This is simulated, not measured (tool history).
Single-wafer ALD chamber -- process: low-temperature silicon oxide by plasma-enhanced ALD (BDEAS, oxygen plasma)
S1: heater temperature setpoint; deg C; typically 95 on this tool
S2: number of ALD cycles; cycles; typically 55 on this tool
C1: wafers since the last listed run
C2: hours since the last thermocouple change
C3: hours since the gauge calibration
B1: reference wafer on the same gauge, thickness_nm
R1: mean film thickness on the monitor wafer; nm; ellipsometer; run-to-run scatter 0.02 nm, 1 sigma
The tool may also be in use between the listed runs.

Run 1, hour 0.0: usual settings; C1 0; C2 2455.7; C3 62.6; B1 7.298. Result: R1 7.907 nm.
Run 2, hour 15.7: usual settings; C1 80; C2 2471.4; C3 78.3; B1 7.296. Result: R1 7.877 nm.
Run 3, hour 24.4: usual settings; C1 44; C2 2480.1; C3 87.0; B1 7.290. Result: R1 7.915 nm.
Run 4, hour 38.0: usual settings; C1 69; C2 2493.7; C3 100.6; B1 7.286. Result: R1 7.908 nm.
Run 5, hour 46.9: usual settings; C1 45; C2 2502.6; C3 109.5; B1 7.288. Result: R1 7.935 nm.
At hour 86.9: thermocouple changed; heater temperature recalibrated.
Run 6, hour 92.9: usual settings but S1 90 deg C, S2 52 cycles; C1 193; C2 6.0; C3 155.5; B1 7.287. Result: R1 7.627 nm.
Run 7, hour 105.6: usual settings but S1 90 deg C, S2 52 cycles; C1 64; C2 18.7; C3 168.2; B1 7.281. Result: R1 7.622 nm.
Run 8, hour 119.8: usual settings but S1 92 deg C, S2 61 cycles; C1 72; C2 32.9; C3 182.4; B1 7.279. Result: R1 8.879 nm.
Run 9, hour 131.8: usual settings but S1 87 deg C, S2 59 cycles; C1 61; C2 44.9; C3 194.4; B1 7.280. Result: R1 8.756 nm.
Run 10, hour 149.8: usual settings but S2 62 cycles; C1 91; C2 62.9; C3 212.4; B1 7.278. Result: R1 8.898 nm.
Run 11, hour 157.6: usual settings but S1 110 deg C; C1 39; C2 70.7; C3 220.2; B1 7.276. Result: R1 7.615 nm.
At hour 163.3: gauge calibrated.
Run 12, hour 167.2: usual settings; C1 48; C2 80.3; C3 3.9; B1 7.337. Result: R1 7.982 nm.
Run 13, hour 175.7: usual settings but S1 82 deg C, S2 61 cycles; C1 43; C2 88.8; C3 12.4; B1 7.337. Result: R1 9.299 nm.
Run 14, hour 182.9: usual settings but S2 45 cycles; C1 36; C2 96.0; C3 19.6; B1 7.326. Result: R1 6.519 nm.
Run 15, hour 193.6: usual settings but S1 99 deg C, S2 51 cycles; C1 54; C2 106.7; C3 30.3; B1 7.322. Result: R1 7.257 nm.
Run 16, hour 200.3: usual settings; C1 34; C2 113.4; C3 37.0; B1 7.323. Result: R1 7.931 nm.
Run 17, hour 209.3: usual settings; C1 45; C2 122.4; C3 46.0; B1 7.312. Result: R1 7.957 nm.

Results for each run, recomputed without the tool's hidden state and with each run's random variation untouched:
Hidden state at play: wafer temperature above the value expected at the setpoint (K); gauge reads high (%).
run     R1
  1  7.959
  2  7.935
  3  7.977
  4  7.974
  5  8.003
  6  7.701
  7  7.697
  8  8.969
  9  8.845
 10  8.990
 11  7.695
 12  7.991
 13  9.319
 14  6.537
 15  7.285
 16  7.966
 17  7.997
